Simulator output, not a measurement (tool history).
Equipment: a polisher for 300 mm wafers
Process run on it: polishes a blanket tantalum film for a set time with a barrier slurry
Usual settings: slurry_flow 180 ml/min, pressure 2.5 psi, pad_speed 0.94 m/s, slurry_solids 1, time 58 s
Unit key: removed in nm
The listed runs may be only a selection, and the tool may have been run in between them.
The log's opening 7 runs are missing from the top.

| run | hour | slurry_flow | pressure | pad_speed | slurry_solids | time | wafers since the last listed run | wafers polished on this pad | hours since the slurry nozzle was cleaned | hours since the head pressure was calibrated | hours since the slurry blender was calibrated | incoming thickness of the incoming film, nm | removed |
|---|---|---|---|---|---|---|---|---|---|---|---|---|---|
| 8 | 100.6 | 205 | 1.8 | 0.94 | 1.15 | 67 | 81 | 124 | 343.9 | 10.6 | 116.8 | 319.9 | 84.9 |
| 9 | 148.7 | 180 | 2.5 | 0.94 | 1 | 58 | 491 | 615 | 392 | 58.7 | 164.9 | 319.1 | 97.6 |
| 10 | 156.7 | 180 | 2.5 | 0.68 | 1 | 46 | 81 | 697 | 400 | 66.7 | 172.9 | 320.5 | 55.5 |
| 11 | 174 | 180 | 2.5 | 0.94 | 1 | 58 | 176 | 874 | 417.3 | 84 | 190.2 | 316.1 | 96.8 |
| 12 | 180.3 | 180 | 2.5 | 0.82 | 1 | 67 | 64 | 938 | 423.6 | 90.3 | 196.5 | 322.6 | 98.7 |
| 13 | 189.7 | 180 | 3.1 | 1.08 | 0.75 | 58 | 95 | 1034 | 433 | 99.7 | 205.9 | 323 | 126.1 |
|  | 201.8 | worn pad replaced by a new one |
| 14 | 202.3 | 180 | 2.5 | 0.76 | 1 | 41 | 87 | 5 | 445.6 | 112.3 | 218.5 | 320 | 55.2 |
| 15 | 212 | 180 | 2.5 | 0.68 | 1 | 65 | 99 | 104 | 455.3 | 122 | 228.2 | 320.2 | 79.3 |
|  | 227.9 | slurry nozzle cleaned |
| 16 | 228.5 | 220 | 2.5 | 1.04 | 1.15 | 53 | 158 | 262 | 0.6 | 138.5 | 244.7 | 322.9 | 101.6 |
| 17 | 237.3 | 230 | 2.5 | 1.22 | 1.25 | 45 | 89 | 352 | 9.4 | 147.3 | 253.5 | 323.7 | 107.5 |
| 18 | 252.8 | 205 | 2.5 | 1.12 | 1 | 58 | 158 | 510 | 24.9 | 162.8 | 269 | 319 | 117.3 |
| 19 | 263.4 | 235 | 2.5 | 0.94 | 1 | 78 | 108 | 618 | 35.5 | 173.4 | 279.6 | 315.4 | 134.6 |
| 20 | 274.1 | 180 | 1.7 | 0.94 | 1 | 58 | 109 | 728 | 46.2 | 184.1 | 290.3 | 319.6 | 63.6 |
| 21 | 286.4 | 180 | 2.1 | 0.94 | 1 | 58 | 125 | 853 | 58.5 | 196.4 | 302.6 | 321.8 | 79.5 |
| 22 | 294.6 | 180 | 2.5 | 0.94 | 0.75 | 50 | 83 | 937 | 66.7 | 204.6 | 310.8 | 318.1 | 77.5 |
| 23 | 301.8 | 180 | 3.2 | 0.72 | 1 | 40 | 73 | 1010 | 73.9 | 211.8 | 318 | 318.9 | 66.9 |
| 24 | 311.8 | 135 | 2.5 | 0.94 | 1 | 58 | 102 | 1112 | 83.9 | 221.8 | 328 | 321.9 | 90.6 |
| 25 | 318.2 | 180 | 2.5 | 0.94 | 1 | 58 | 65 | 1178 | 90.3 | 228.2 | 334.4 | 321 | 94.6 |
| 26 | 327.6 | 180 | 2.5 | 0.94 | 1 | 58 | 95 | 1274 | 99.7 | 237.6 | 343.8 | 317.1 | 96.3 |
|  | 345.7 | worn pad replaced by a new one |
| 27 | 346.2 | 140 | 2.5 | 0.94 | 0.9 | 58 | 149 | 4 | 118.3 | 256.2 | 362.4 | 323.3 | 89.8 |
|  | 358.2 | slurry blender recalibrated |
| 28 | 358.7 | 180 | 3 | 0.94 | 1 | 58 | 107 | 112 | 130.8 | 268.7 | 0.5 | 319.7 | 115.8 |
| 29 | 374.6 | 180 | 1.6 | 0.94 | 1 | 58 | 162 | 274 | 146.7 | 284.6 | 16.4 | 317.8 | 60.1 |
| 30 | 382.7 | 180 | 2.5 | 0.94 | 1 | 58 | 82 | 357 | 154.8 | 292.7 | 24.5 | 322.8 | 94.5 |

5 options for the next run, each taken on its own from the tool as it stands now. Forecast them:
| A | 383.1 | 180 | 2.5 | 0.94 | 1 | 58 | 4 | 361 | 155.2 | 293.1 | 24.9 | 314.8 | ? |
| B | 383.1 | 180 | 2.1 | 0.94 | 0.85 | 58 | 4 | 361 | 155.2 | 293.1 | 24.9 | 314.8 | ? |
| C | 383.1 | 130 | 2.5 | 0.94 | 1 | 58 | 4 | 361 | 155.2 | 293.1 | 24.9 | 314.8 | ? |
| D | 383.1 | 180 | 3.3 | 0.94 | 1 | 68 | 4 | 361 | 155.2 | 293.1 | 24.9 | 314.8 | ? |
| E | 383.1 | 180 | 1.9 | 1.2 | 1.1 | 63 | 4 | 361 | 155.2 | 293.1 | 24.9 | 314.8 | ? |

| run | removed |
|---|---|
| A | 97.4 |
| B | 78.6 |
| C | 91.5 |
| D | 150.8 |
| E | 105 |
With the hidden condition removed and each run's random variation left untouched, the same runs would have given:
| run | removed |
|---|---|
| A | 101.7 |
| B | 82.1 |
| C | 95.5 |
| D | 157.4 |
| E | 109.6 |
